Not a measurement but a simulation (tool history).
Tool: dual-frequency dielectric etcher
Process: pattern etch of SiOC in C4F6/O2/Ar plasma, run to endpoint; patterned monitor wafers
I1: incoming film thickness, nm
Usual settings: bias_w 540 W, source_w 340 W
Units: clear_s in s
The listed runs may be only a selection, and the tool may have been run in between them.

run 1 hour=0 | bias_w=540 source_w=340 | I1=43.55 | clear_s=16.4
run 2 hour=13.8 | bias_w=615 source_w=340 | I1=43.48 | clear_s=15.3
-- hour=44.1 wet clean of the chamber
-- hour=66.3 upper electrode replaced
-- hour=79.7 wet clean of the chamber, repeated, since the last time left the tool worse
-- hour=81.1 source power generator calibrated
run 3 hour=81.6 | bias_w=615 source_w=340 | I1=43.28 | clear_s=15.9
run 4 hour=81.9 | bias_w=540 source_w=340 | I1=43.44 | clear_s=17
run 5 hour=82.3 | bias_w=540 source_w=340 | I1=43.69 | clear_s=17.2
run 6 hour=82.6 | bias_w=604 source_w=340 | I1=43.56 | clear_s=16.1
run 7 hour=82.9 | bias_w=604 source_w=340 | I1=43.28 | clear_s=16
run 8 hour=84 | bias_w=427 source_w=260 | I1=43.41 | clear_s=21
run 9 hour=93 | bias_w=419 source_w=410 | I1=43.75 | clear_s=18.7
-- hour=106.3 bias power generator calibrated
run 10 hour=110.9 | bias_w=485 source_w=300 | I1=43.71 | clear_s=18.9
run 11 hour=121 | bias_w=453 source_w=320 | I1=43.67 | clear_s=19.2
run 12 hour=131.8 | bias_w=652 source_w=290 | I1=43.49 | clear_s=16.1
run 13 hour=140.1 | bias_w=505 source_w=280 | I1=43.7 | clear_s=18.7

What does the tool deliver on the next run?
run 14 hour=146.8 | bias_w=540 source_w=340 | I1=43.76 | clear_s=?

{"run 14": {"clear_s": 17.1}}
Were there no unlogged condition in the tool, this run, its random variation unchanged, would have produced clear_s 17.1 s.
